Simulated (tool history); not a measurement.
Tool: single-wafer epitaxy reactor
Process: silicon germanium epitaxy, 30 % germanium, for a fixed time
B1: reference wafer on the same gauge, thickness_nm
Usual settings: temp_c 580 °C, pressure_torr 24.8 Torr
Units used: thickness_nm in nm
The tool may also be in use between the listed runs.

run 1 hour=0.0 | temp_c=580 pressure_torr=24.8 | B1=47.868 | thickness_nm=52.081
run 2 hour=12.5 | temp_c=580 pressure_torr=23.4 | B1=47.981 | thickness_nm=50.364
run 3 hour=48.4 | temp_c=580 pressure_torr=23.4 | B1=47.918 | thickness_nm=51.169
run 4 hour=83.7 | temp_c=580 pressure_torr=24.8 | B1=47.875 | thickness_nm=52.227
run 5 hour=114.9 | temp_c=580 pressure_torr=24.8 | B1=47.980 | thickness_nm=52.308
run 6 hour=142.3 | temp_c=580 pressure_torr=24.8 | B1=47.923 | thickness_nm=52.034
run 7 hour=171.9 | temp_c=580 pressure_torr=24.8 | B1=47.893 | thickness_nm=52.355
run 8 hour=230.5 | temp_c=580 pressure_torr=24.8 | B1=47.914 | thickness_nm=52.521
-- hour=248.6 gauge calibrated
run 9 hour=249.4 | temp_c=580 pressure_torr=24.8 | B1=47.820 | thickness_nm=52.343
run 10 hour=289.8 | temp_c=580 pressure_torr=24.8 | B1=47.890 | thickness_nm=51.923
run 11 hour=304.1 | temp_c=576 pressure_torr=27.4 | B1=47.932 | thickness_nm=50.247
run 12 hour=333.3 | temp_c=576 pressure_torr=27.4 | B1=47.903 | thickness_nm=50.094
run 13 hour=349.5 | temp_c=576 pressure_torr=27.4 | B1=47.948 | thickness_nm=49.942
run 14 hour=366.7 | temp_c=580 pressure_torr=21.1 | B1=47.829 | thickness_nm=49.141
run 15 hour=386.9 | temp_c=580 pressure_torr=24.8 | B1=47.825 | thickness_nm=52.340
run 16 hour=410.3 | temp_c=580 pressure_torr=24.8 | B1=47.911 | thickness_nm=52.058
run 17 hour=428.2 | temp_c=590 pressure_torr=29.0 | B1=47.843 | thickness_nm=68.588
run 18 hour=440.3 | temp_c=580 pressure_torr=19.1 | B1=47.883 | thickness_nm=46.860
run 19 hour=456.2 | temp_c=567 pressure_torr=19.0 | B1=47.899 | thickness_nm=34.991
-- hour=490.5 pyrometer calibrated
run 20 hour=491.9 | temp_c=580 pressure_torr=24.8 | B1=47.863 | thickness_nm=40.642
run 21 hour=507.7 | temp_c=580 pressure_torr=24.8 | B1=48.019 | thickness_nm=40.779
-- hour=531.1 capacitance manometer re-zeroed and calibrated
run 22 hour=537.7 | temp_c=593 pressure_torr=29.5 | B1=47.869 | thickness_nm=58.829
run 23 hour=564.5 | temp_c=566 pressure_torr=24.8 | B1=47.891 | thickness_nm=30.050
-- hour=595.2 showerhead replaced
run 24 hour=595.7 | temp_c=569 pressure_torr=19.9 | B1=47.914 | thickness_nm=29.709
run 25 hour=612.7 | temp_c=580 pressure_torr=27.3 | B1=47.887 | thickness_nm=43.230
-- hour=629.0 pyrometer calibrated, repeated, since the last time left the tool worse
run 26 hour=630.8 | temp_c=574 pressure_torr=30.4 | B1=47.952 | thickness_nm=46.447
run 27 hour=658.0 | temp_c=580 pressure_torr=23.0 | B1=47.896 | thickness_nm=47.426
run 28 hour=693.1 | temp_c=580 pressure_torr=28.0 | B1=47.901 | thickness_nm=51.649
run 29 hour=708.8 | temp_c=580 pressure_torr=19.0 | B1=47.908 | thickness_nm=43.513
run 30 hour=729.1 | temp_c=569 pressure_torr=24.8 | B1=47.881 | thickness_nm=38.642
run 31 hour=764.2 | temp_c=580 pressure_torr=24.8 | B1=47.889 | thickness_nm=49.598
run 32 hour=788.5 | temp_c=580 pressure_torr=24.8 | B1=47.884 | thickness_nm=49.171
run 33 hour=819.6 | temp_c=580 pressure_torr=26.8 | B1=47.958 | thickness_nm=51.095
run 34 hour=854.8 | temp_c=580 pressure_torr=24.8 | B1=47.969 | thickness_nm=49.631
run 35 hour=876.0 | temp_c=590 pressure_torr=20.8 | B1=47.972 | thickness_nm=57.638

Forecast each of these 4 alternatives for the next run:
run A hour=876.4 | temp_c=580 pressure_torr=29.1 | B1=? | thickness_nm=?
run B hour=876.4 | temp_c=576 pressure_torr=24.8 | B1=? | thickness_nm=?
run C hour=876.4 | temp_c=584 pressure_torr=21.8 | B1=? | thickness_nm=?
run D hour=876.4 | temp_c=586 pressure_torr=29.7 | B1=? | thickness_nm=?

run=A B1=47.900 thickness_nm=53.688
run=B B1=47.900 thickness_nm=46.054
run=C B1=47.900 thickness_nm=51.923
run=D B1=47.900 thickness_nm=61.604
The same runs, with their run-to-run variation unchanged, on a tool lacking any hidden condition would have given:
run=A thickness_nm=51.369
run=B thickness_nm=44.045
run=C thickness_nm=49.705
run=D thickness_nm=58.985
